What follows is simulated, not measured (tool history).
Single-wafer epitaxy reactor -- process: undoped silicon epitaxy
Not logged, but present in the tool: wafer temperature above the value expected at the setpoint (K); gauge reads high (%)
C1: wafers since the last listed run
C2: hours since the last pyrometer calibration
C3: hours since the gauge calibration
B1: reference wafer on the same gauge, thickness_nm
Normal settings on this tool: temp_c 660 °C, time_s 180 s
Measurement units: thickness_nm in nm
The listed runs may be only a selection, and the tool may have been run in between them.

Run 1, hour 0: usual settings but time_s 207 s; C1 0; C2 755.8; C3 420.5; B1 35.772. Result: thickness_nm 41.147 nm.
Run 2, hour 28.9: usual settings but time_s 207 s; C1 284; C2 784.7; C3 449.4; B1 35.775. Result: thickness_nm 41.268 nm.
Run 3, hour 63.1: usual settings but time_s 207 s; C1 337; C2 818.9; C3 483.6; B1 35.835. Result: thickness_nm 41.287 nm.
Run 4, hour 79.3: usual settings; C1 159; C2 835.1; C3 499.8; B1 35.806. Result: thickness_nm 35.909 nm.
Run 5, hour 93.4: usual settings but temp_c 663 °C; C1 138; C2 849.2; C3 513.9; B1 35.808. Result: thickness_nm 38.413 nm.
Run 6, hour 127.6: usual settings but temp_c 663 °C; C1 337; C2 883.4; C3 548.1; B1 35.759. Result: thickness_nm 38.356 nm.
Run 7, hour 161: usual settings but time_s 199 s; C1 329; C2 916.8; C3 581.5; B1 35.787. Result: thickness_nm 39.715 nm.
Run 8, hour 191.7: usual settings but time_s 199 s; C1 302; C2 947.5; C3 612.2; B1 35.802. Result: thickness_nm 39.548 nm.
Run 9, hour 214.5: usual settings; C1 224; C2 970.3; C3 635; B1 35.797. Result: thickness_nm 35.601 nm.
At hour 240: pyrometer calibrated.
Run 10, hour 248.7: usual settings; C1 258; C2 8.7; C3 669.2; B1 35.821. Result: thickness_nm 36.833 nm.
Run 11, hour 266.4: usual settings; C1 174; C2 26.4; C3 686.9; B1 35.831. Result: thickness_nm 36.732 nm.
Run 12, hour 297.6: usual settings; C1 307; C2 57.6; C3 718.1; B1 35.809. Result: thickness_nm 36.692 nm.
Run 13, hour 317.2: usual settings; C1 193; C2 77.2; C3 737.7; B1 35.795. Result: thickness_nm 36.556 nm.
Run 14, hour 348.2: usual settings; C1 305; C2 108.2; C3 768.7; B1 35.79. Result: thickness_nm 36.625 nm.
Run 15, hour 370.2: usual settings but time_s 207 s; C1 216; C2 130.2; C3 790.7; B1 35.799. Result: thickness_nm 42.14 nm.
At hour 383.7: gauge calibrated.
Run 16, hour 390.4: usual settings but time_s 156 s; C1 199; C2 150.4; C3 6.7; B1 35.842. Result: thickness_nm 31.715 nm.
Run 17, hour 407.7: usual settings; C1 170; C2 167.7; C3 24; B1 35.789. Result: thickness_nm 36.629 nm.
Run 18, hour 435.4: usual settings but time_s 165 s; C1 273; C2 195.4; C3 51.7; B1 35.786. Result: thickness_nm 33.417 nm.
Run 19, hour 462.5: usual settings but temp_c 671 °C, time_s 152 s; C1 267; C2 222.5; C3 78.8; B1 35.727. Result: thickness_nm 39.674 nm.
Run 20, hour 497: usual settings; C1 340; C2 257; C3 113.3; B1 35.816. Result: thickness_nm 36.45 nm.
Run 21, hour 525.4: usual settings but temp_c 652 °C, time_s 196 s; C1 279; C2 285.4; C3 141.7; B1 35.797. Result: thickness_nm 32.813 nm.
Run 22, hour 546.4: usual settings; C1 206; C2 306.4; C3 162.7; B1 35.787. Result: thickness_nm 36.539 nm.
Run 23, hour 581.9: usual settings but temp_c 671 °C, time_s 195 s; C1 349; C2 341.9; C3 198.2; B1 35.842. Result: thickness_nm 50.44 nm.
Run 24, hour 596: usual settings but temp_c 668 °C, time_s 145 s; C1 138; C2 356; C3 212.3; B1 35.728. Result: thickness_nm 34.757 nm.
Run 25, hour 631.6: usual settings; C1 350; C2 391.6; C3 247.9; B1 35.798. Result: thickness_nm 36.129 nm.
Run 26, hour 661: usual settings but temp_c 672 °C; C1 289; C2 421; C3 277.3; B1 35.85. Result: thickness_nm 47.316 nm.
Run 27, hour 693.3: usual settings but temp_c 646 °C, time_s 203 s; C1 318; C2 453.3; C3 309.6; B1 35.826. Result: thickness_nm 29.308 nm.
Run 28, hour 706.4: usual settings but temp_c 671 °C, time_s 152 s; C1 129; C2 466.4; C3 322.7; B1 35.808. Result: thickness_nm 39.115 nm.

Predict each of these 5 candidate next runs independently; none follows another, all start after run 28:
Run A, hour 706.8: usual settings; C1 3; C2 466.8; C3 323.1; B1 ?. Result: thickness_nm ?.
Run B, hour 706.8: usual settings but time_s 198 s; C1 3; C2 466.8; C3 323.1; B1 ?. Result: thickness_nm ?.
Run C, hour 706.8: usual settings but temp_c 650 °C, time_s 153 s; C1 3; C2 466.8; C3 323.1; B1 ?. Result: thickness_nm ?.
Run D, hour 706.8: usual settings but temp_c 652 °C, time_s 190 s; C1 3; C2 466.8; C3 323.1; B1 ?. Result: thickness_nm ?.
Run E, hour 706.8: usual settings but temp_c 670 °C, time_s 147 s; C1 3; C2 466.8; C3 323.1; B1 ?. Result: thickness_nm ?.

run      B1  thickness_nm
  A  35.785        36.197
  B  35.785        39.817
  C  35.785        24.415
  D  35.785        31.768
  E  35.785        37.058
Had the tool no hidden state, the same runs would have come out as:
run  thickness_nm
  A        36.953
  B        40.649
  C        24.937
  D        32.444
  E        37.814

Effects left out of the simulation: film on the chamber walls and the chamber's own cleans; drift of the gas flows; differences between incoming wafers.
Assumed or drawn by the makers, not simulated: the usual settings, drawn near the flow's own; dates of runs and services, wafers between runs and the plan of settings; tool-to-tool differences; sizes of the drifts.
